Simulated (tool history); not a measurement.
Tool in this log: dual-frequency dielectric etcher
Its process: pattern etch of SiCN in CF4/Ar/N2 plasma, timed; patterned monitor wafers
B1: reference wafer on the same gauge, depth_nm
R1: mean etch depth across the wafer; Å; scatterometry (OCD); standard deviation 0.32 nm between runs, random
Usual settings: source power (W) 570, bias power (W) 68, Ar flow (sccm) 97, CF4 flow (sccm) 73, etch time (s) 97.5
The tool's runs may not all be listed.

run 1 hour=0.0 | source_power_(W)=570 bias_power_(W)=68 Ar_flow_(sccm)=112 CF4_flow_(sccm)=73 etch_time_(s)=90.5 | B1=105.1 | R1=938
run 2 hour=15.8 | source_power_(W)=570 bias_power_(W)=68 Ar_flow_(sccm)=112 CF4_flow_(sccm)=73 etch_time_(s)=90.5 | B1=105.0 | R1=942
run 3 hour=22.8 | source_power_(W)=570 bias_power_(W)=64 Ar_flow_(sccm)=97 CF4_flow_(sccm)=73 etch_time_(s)=87.0 | B1=105.2 | R1=919
-- hour=37.4 bias power generator calibrated
run 4 hour=37.9 | source_power_(W)=570 bias_power_(W)=64 Ar_flow_(sccm)=97 CF4_flow_(sccm)=73 etch_time_(s)=87.0 | B1=105.1 | R1=913
run 5 hour=45.4 | source_power_(W)=570 bias_power_(W)=75 Ar_flow_(sccm)=97 CF4_flow_(sccm)=73 etch_time_(s)=108.0 | B1=105.1 | R1=1178
run 6 hour=60.4 | source_power_(W)=620 bias_power_(W)=68 Ar_flow_(sccm)=97 CF4_flow_(sccm)=73 etch_time_(s)=97.5 | B1=104.9 | R1=1137
run 7 hour=69.5 | source_power_(W)=620 bias_power_(W)=68 Ar_flow_(sccm)=97 CF4_flow_(sccm)=73 etch_time_(s)=97.5 | B1=104.9 | R1=1140
-- hour=77.8 CF4 flow controller replaced
-- hour=94.1 Ar flow controller replaced
run 8 hour=122.0 | source_power_(W)=570 bias_power_(W)=75 Ar_flow_(sccm)=80 CF4_flow_(sccm)=73 etch_time_(s)=118.0 | B1=105.1 | R1=1319
-- hour=126.1 source power generator calibrated
-- hour=146.2 wet clean of the chamber
run 9 hour=159.5 | source_power_(W)=610 bias_power_(W)=68 Ar_flow_(sccm)=107 CF4_flow_(sccm)=73 etch_time_(s)=97.5 | B1=105.0 | R1=1212
-- hour=190.0 gauge calibrated
-- hour=196.2 upper electrode replaced
-- hour=214.9 wet clean of the chamber, repeated, since the last time left the tool worse
run 10 hour=215.4 | source_power_(W)=570 bias_power_(W)=68 Ar_flow_(sccm)=97 CF4_flow_(sccm)=73 etch_time_(s)=97.5 | B1=105.0 | R1=1077
run 11 hour=215.7 | source_power_(W)=570 bias_power_(W)=53 Ar_flow_(sccm)=97 CF4_flow_(sccm)=73 etch_time_(s)=97.5 | B1=105.0 | R1=1024
run 12 hour=216.1 | source_power_(W)=570 bias_power_(W)=68 Ar_flow_(sccm)=76 CF4_flow_(sccm)=73 etch_time_(s)=70.5 | B1=105.0 | R1=811
run 13 hour=219.0 | source_power_(W)=570 bias_power_(W)=68 Ar_flow_(sccm)=97 CF4_flow_(sccm)=73 etch_time_(s)=97.5 | B1=105.1 | R1=1084
run 14 hour=228.1 | source_power_(W)=570 bias_power_(W)=68 Ar_flow_(sccm)=97 CF4_flow_(sccm)=87 etch_time_(s)=97.5 | B1=105.0 | R1=1113
run 15 hour=240.0 | source_power_(W)=570 bias_power_(W)=61 Ar_flow_(sccm)=108 CF4_flow_(sccm)=73 etch_time_(s)=97.5 | B1=105.0 | R1=1031
run 16 hour=250.7 | source_power_(W)=570 bias_power_(W)=74 Ar_flow_(sccm)=97 CF4_flow_(sccm)=82 etch_time_(s)=77.5 | B1=105.1 | R1=889
run 17 hour=257.9 | source_power_(W)=570 bias_power_(W)=68 Ar_flow_(sccm)=97 CF4_flow_(sccm)=73 etch_time_(s)=97.5 | B1=105.0 | R1=1075
run 18 hour=268.3 | source_power_(W)=500 bias_power_(W)=68 Ar_flow_(sccm)=115 CF4_flow_(sccm)=66 etch_time_(s)=97.5 | B1=104.8 | R1=888
run 19 hour=284.8 | source_power_(W)=440 bias_power_(W)=53 Ar_flow_(sccm)=115 CF4_flow_(sccm)=73 etch_time_(s)=82.0 | B1=104.9 | R1=628
run 20 hour=292.7 | source_power_(W)=570 bias_power_(W)=51 Ar_flow_(sccm)=97 CF4_flow_(sccm)=65 etch_time_(s)=120.5 | B1=105.1 | R1=1223
run 21 hour=305.9 | source_power_(W)=570 bias_power_(W)=83 Ar_flow_(sccm)=97 CF4_flow_(sccm)=73 etch_time_(s)=97.5 | B1=105.1 | R1=1125
run 22 hour=316.1 | source_power_(W)=570 bias_power_(W)=68 Ar_flow_(sccm)=117 CF4_flow_(sccm)=79 etch_time_(s)=97.5 | B1=104.9 | R1=1053

Forecast each of these 3 alternatives for the next run:
run A hour=316.5 | source_power_(W)=570 bias_power_(W)=68 Ar_flow_(sccm)=97 CF4_flow_(sccm)=73 etch_time_(s)=97.5 | B1=? | R1=?
run B hour=316.5 | source_power_(W)=670 bias_power_(W)=63 Ar_flow_(sccm)=97 CF4_flow_(sccm)=73 etch_time_(s)=97.5 | B1=? | R1=?
run C hour=316.5 | source_power_(W)=570 bias_power_(W)=76 Ar_flow_(sccm)=97 CF4_flow_(sccm)=73 etch_time_(s)=120.0 | B1=? | R1=?

run=A B1=105.1 R1=1073
run=B B1=105.1 R1=1251
run=C B1=105.1 R1=1354
Without the tool's unlogged condition, the same runs would have read:
run=A R1=1076
run=B R1=1254
run=C R1=1357
